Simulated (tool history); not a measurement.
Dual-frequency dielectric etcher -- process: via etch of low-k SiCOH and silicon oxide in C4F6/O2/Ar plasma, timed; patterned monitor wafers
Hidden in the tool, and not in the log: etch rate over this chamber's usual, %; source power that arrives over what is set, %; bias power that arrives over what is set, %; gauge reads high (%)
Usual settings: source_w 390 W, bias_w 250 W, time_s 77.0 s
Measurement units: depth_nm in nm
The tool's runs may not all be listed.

run,hour,source_w,bias_w,time_s,wafers since the last listed run,hours since the last wet clean,hours since the last source power generator calibration,hours since the last bias power generator calibration,hours since the last upper electrode change,hours since the gauge calibration,"read-back reference wafer on the same gauge, depth_nm",depth_nm
1,0.0,330,265,77.0,0,593.7,928.7,911.3,2593.1,2334.6,188.9,215.5
# hour 77.5: gauge calibrated
# hour 84.9: wet clean of the chamber
2,85.4,390,226,77.0,559,0.5,1014.1,996.7,2678.5,7.9,188.7,220.2
3,107.0,390,250,77.0,196,22.1,1035.7,1018.3,2700.1,29.5,188.6,230.9
4,155.9,390,273,77.0,445,71.0,1084.6,1067.2,2749.0,78.4,189.0,241.6
5,216.0,390,273,77.0,547,131.1,1144.7,1127.3,2809.1,138.5,189.2,242.3
6,324.8,390,273,77.0,991,239.9,1253.5,1236.1,2917.9,247.3,188.7,242.2
7,418.4,390,250,77.0,852,333.5,1347.1,1329.7,3011.5,340.9,189.0,234.7
# hour 641.5: upper electrode replaced
8,705.6,320,250,77.0,2398,620.7,1634.3,1616.9,64.1,628.1,189.2,208.4
# hour 779.1: wet clean of the chamber
9,804.7,440,305,90.5,684,25.6,1733.4,1716.0,163.2,727.2,189.1,322.7
10,893.9,430,250,77.0,812,114.8,1822.6,1805.2,252.4,816.4,189.3,247.3
11,968.8,390,275,96.0,682,189.7,1897.5,1880.1,327.3,891.3,188.7,306.7
12,1071.1,360,234,92.5,932,292.0,1999.8,1982.4,429.6,993.6,188.8,260.4
13,1135.4,340,250,77.0,585,356.3,2064.1,2046.7,493.9,1057.9,188.9,216.0
# hour 1184.3: bias power generator calibrated
14,1225.7,390,250,77.0,786,446.6,2154.4,41.4,584.2,1148.2,189.1,230.7
15,1393.7,340,291,97.0,1530,614.6,2322.4,209.4,752.2,1316.2,188.8,287.5
16,1473.0,440,219,77.0,722,693.9,2401.7,288.7,831.5,1395.5,189.0,228.9
17,1548.6,390,250,98.0,688,769.5,2477.3,364.3,907.1,1471.1,188.8,293.6
# hour 1613.2: source power generator calibrated
# hour 1636.7: wet clean of the chamber
18,1637.2,390,214,60.0,556,0.5,24.0,452.9,995.7,1559.7,188.8,166.0
19,1707.7,480,250,77.0,642,71.0,94.5,523.4,1066.2,1630.2,189.0,258.2
20,1811.1,390,250,77.0,942,174.4,197.9,626.8,1169.6,1733.6,188.9,232.8
21,1897.6,390,250,77.0,788,260.9,284.4,713.3,1256.1,1820.1,188.8,231.9
22,1994.9,290,203,90.0,886,358.2,381.7,810.6,1353.4,1917.4,189.4,203.1
23,2041.5,290,250,98.0,424,404.8,428.3,857.2,1400.0,1964.0,189.0,246.8
24,2123.2,390,250,77.0,744,486.5,510.0,938.9,1481.7,2045.7,189.0,233.0
25,2196.9,390,298,67.5,671,560.2,583.7,1012.6,1555.4,2119.4,189.1,221.3
26,2259.8,460,250,77.0,573,623.1,646.6,1075.5,1618.3,2182.3,188.9,254.1
# hour 2347.9: gauge calibrated
# hour 2359.7: wet clean of the chamber
27,2360.2,320,250,77.0,696,0.5,747.0,1175.9,1718.7,12.3,188.7,206.7
28,2439.9,390,280,55.0,726,80.2,826.7,1255.6,1798.4,92.0,189.0,176.5
29,2504.9,390,214,67.5,592,145.2,891.7,1320.6,1863.4,157.0,188.8,189.6

How the hidden state differs across the entries between the runs, from the last listed run before each to the first after it:
After run 1, before run 2: gauge calibrated (hour 77.5); wet clean of the chamber (hour 84.9)
  bias power that arrives over what is set, %: 0.706 -> 0.908
  difference, measured minus the result without the unlogged condition, depth_nm: +0.8 -> +1.0 nm
After run 7, before run 8: upper electrode replaced (hour 641.5)
  bias power that arrives over what is set, %: 1.7 -> 2.38
  difference, measured minus the result without the unlogged condition, depth_nm: +1.9 -> +2.5 nm
After run 8, before run 9: wet clean of the chamber (hour 779.1)
  bias power that arrives over what is set, %: 2.38 -> 2.61
  difference, measured minus the result without the unlogged condition, depth_nm: +2.5 -> +4.3 nm
After run 13, before run 14: bias power generator calibrated (hour 1184.3)
  bias power that arrives over what is set, %: 3.4 -> -0.781
  difference, measured minus the result without the unlogged condition, depth_nm: +3.6 -> -0.9 nm
After run 17, before run 18: source power generator calibrated (hour 1613.2); wet clean of the chamber (hour 1636.7)
  bias power that arrives over what is set, %: -0.0147 -> 0.195
  difference, measured minus the result without the unlogged condition, depth_nm: +0.0 -> +0.2 nm
After run 26, before run 27: gauge calibrated (hour 2347.9); wet clean of the chamber (hour 2359.7)
  bias power that arrives over what is set, %: 1.67 -> 1.91
  difference, measured minus the result without the unlogged condition, depth_nm: +2.1 -> +1.9 nm
